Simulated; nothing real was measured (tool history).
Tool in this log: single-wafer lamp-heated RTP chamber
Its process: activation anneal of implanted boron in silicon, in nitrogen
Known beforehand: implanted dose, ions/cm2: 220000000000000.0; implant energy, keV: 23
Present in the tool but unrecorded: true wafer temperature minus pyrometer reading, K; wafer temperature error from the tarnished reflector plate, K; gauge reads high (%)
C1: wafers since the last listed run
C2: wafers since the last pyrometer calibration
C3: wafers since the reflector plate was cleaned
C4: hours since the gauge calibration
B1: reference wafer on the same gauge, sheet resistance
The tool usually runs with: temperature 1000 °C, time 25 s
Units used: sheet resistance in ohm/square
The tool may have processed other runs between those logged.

{"run": 1, "hour": 0.0, "temperature": 1000, "time": 25, "C1": 0, "C2": 7370, "C3": 2930, "C4": 332.1, "B1": 322.91, "sheet resistance": 384.86}
{"run": 2, "hour": 13.7, "temperature": 1000, "time": 25, "C1": 288, "C2": 7659, "C3": 3219, "C4": 345.8, "B1": 323.2, "sheet resistance": 383.88}
{"hour": 26.4, "done": "pyrometer window cleaned and pyrometer calibrated"}
{"run": 3, "hour": 27.6, "temperature": 1000, "time": 25, "C1": 124, "C2": 26, "C3": 3344, "C4": 359.7, "B1": 323.0, "sheet resistance": 387.65}
{"run": 4, "hour": 39.8, "temperature": 1000, "time": 25, "C1": 257, "C2": 283, "C3": 3601, "C4": 371.9, "B1": 322.96, "sheet resistance": 386.78}
{"run": 5, "hour": 74.0, "temperature": 1000, "time": 25, "C1": 721, "C2": 1004, "C3": 4322, "C4": 406.1, "B1": 322.84, "sheet resistance": 385.86}
{"run": 6, "hour": 105.8, "temperature": 1020, "time": 17, "C1": 670, "C2": 1675, "C3": 4992, "C4": 437.9, "B1": 323.15, "sheet resistance": 384.36}
{"run": 7, "hour": 121.4, "temperature": 1020, "time": 17, "C1": 328, "C2": 2003, "C3": 5321, "C4": 453.5, "B1": 323.04, "sheet resistance": 383.8}
{"run": 8, "hour": 197.8, "temperature": 1020, "time": 17, "C1": 1610, "C2": 3614, "C3": 6932, "C4": 529.9, "B1": 323.07, "sheet resistance": 383.75}
{"run": 9, "hour": 233.6, "temperature": 1000, "time": 25, "C1": 754, "C2": 4369, "C3": 7687, "C4": 565.7, "B1": 323.03, "sheet resistance": 385.9}
{"hour": 246.8, "done": "gauge calibrated"}
{"run": 10, "hour": 263.3, "temperature": 1000, "time": 25, "C1": 626, "C2": 4995, "C3": 8313, "C4": 16.5, "B1": 323.09, "sheet resistance": 384.51}
{"run": 11, "hour": 286.4, "temperature": 993, "time": 25, "C1": 487, "C2": 5482, "C3": 8800, "C4": 39.6, "B1": 323.04, "sheet resistance": 386.84}
{"run": 12, "hour": 311.4, "temperature": 1016, "time": 25, "C1": 527, "C2": 6009, "C3": 9327, "C4": 64.6, "B1": 323.01, "sheet resistance": 384.2}
{"run": 13, "hour": 342.6, "temperature": 1009, "time": 30, "C1": 657, "C2": 6667, "C3": 9985, "C4": 95.8, "B1": 323.21, "sheet resistance": 382.62}
{"run": 14, "hour": 356.6, "temperature": 1000, "time": 25, "C1": 295, "C2": 6962, "C3": 10280, "C4": 109.8, "B1": 323.15, "sheet resistance": 384.65}

Run 15, settings as shown, results not yet in. Your forecast:
{"hour": 365.2, "done": "reflector plate cleaned"}
{"run": 15, "hour": 383.0, "temperature": 993, "time": 25, "C1": 387, "C2": 7350, "C3": 376, "C4": 136.2, "B1": "?", "sheet resistance": "?"}

{"run 15": {"B1": 323.06, "sheet resistance": 386.98}}
With no hidden state in the tool, this same run would have given sheet resistance 390.38 ohm/square.
